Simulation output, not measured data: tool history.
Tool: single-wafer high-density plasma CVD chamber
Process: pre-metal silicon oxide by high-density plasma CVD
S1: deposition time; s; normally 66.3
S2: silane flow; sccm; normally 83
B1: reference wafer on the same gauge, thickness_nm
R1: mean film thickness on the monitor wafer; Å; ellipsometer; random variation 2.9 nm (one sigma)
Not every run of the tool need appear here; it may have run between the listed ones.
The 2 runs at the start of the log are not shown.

run,hour,S1,S2,B1,R1
3,182.3,66.3,74,496.687,4824.93
4,259.8,66.3,83,497.872,5384.67
5,320.8,66.3,83,496.542,5444.01
6,425.1,66.3,83,497.173,5403.80
7,657.3,66.3,83,496.974,5478.76
8,763.9,66.3,83,496.008,5494.01
9,841.7,66.3,83,496.126,5466.61
10,943.0,66.3,83,497.076,5502.30
# hour 967.9: gauge calibrated
11,1031.0,66.3,83,496.347,5525.39
12,1108.5,66.3,83,496.662,5502.92
13,1310.3,66.3,83,496.426,5544.18
14,1400.9,66.3,83,496.414,5571.78
15,1454.3,66.3,83,496.325,5548.67
16,1529.6,66.3,83,498.197,5604.38
# hour 1598.5: silane flow controller replaced
17,1599.0,72.2,83,496.744,5786.00
18,1674.3,66.3,90,496.913,5829.28
19,1720.0,57.8,88,496.334,4947.79
20,1789.1,55.3,69,497.554,3789.22
21,1888.9,60.6,77,496.770,4612.94
22,1989.3,57.0,91,496.119,5110.95
23,2082.6,62.8,90,497.109,5596.51
24,2150.5,54.3,89,496.304,4740.41
25,2245.6,71.2,83,498.277,5857.96
26,2332.5,66.3,83,497.297,5464.61
27,2434.4,71.3,73,496.444,5183.53

The next listed run, before its measurement:
28,2530.2,75.2,72,?,?

{"run 28": {"B1": 497.445, "R1": 5423.55}}
Take away the tool's hidden state, keep the run-to-run variation as it was, and the same run would have given R1 5307.30 Å.
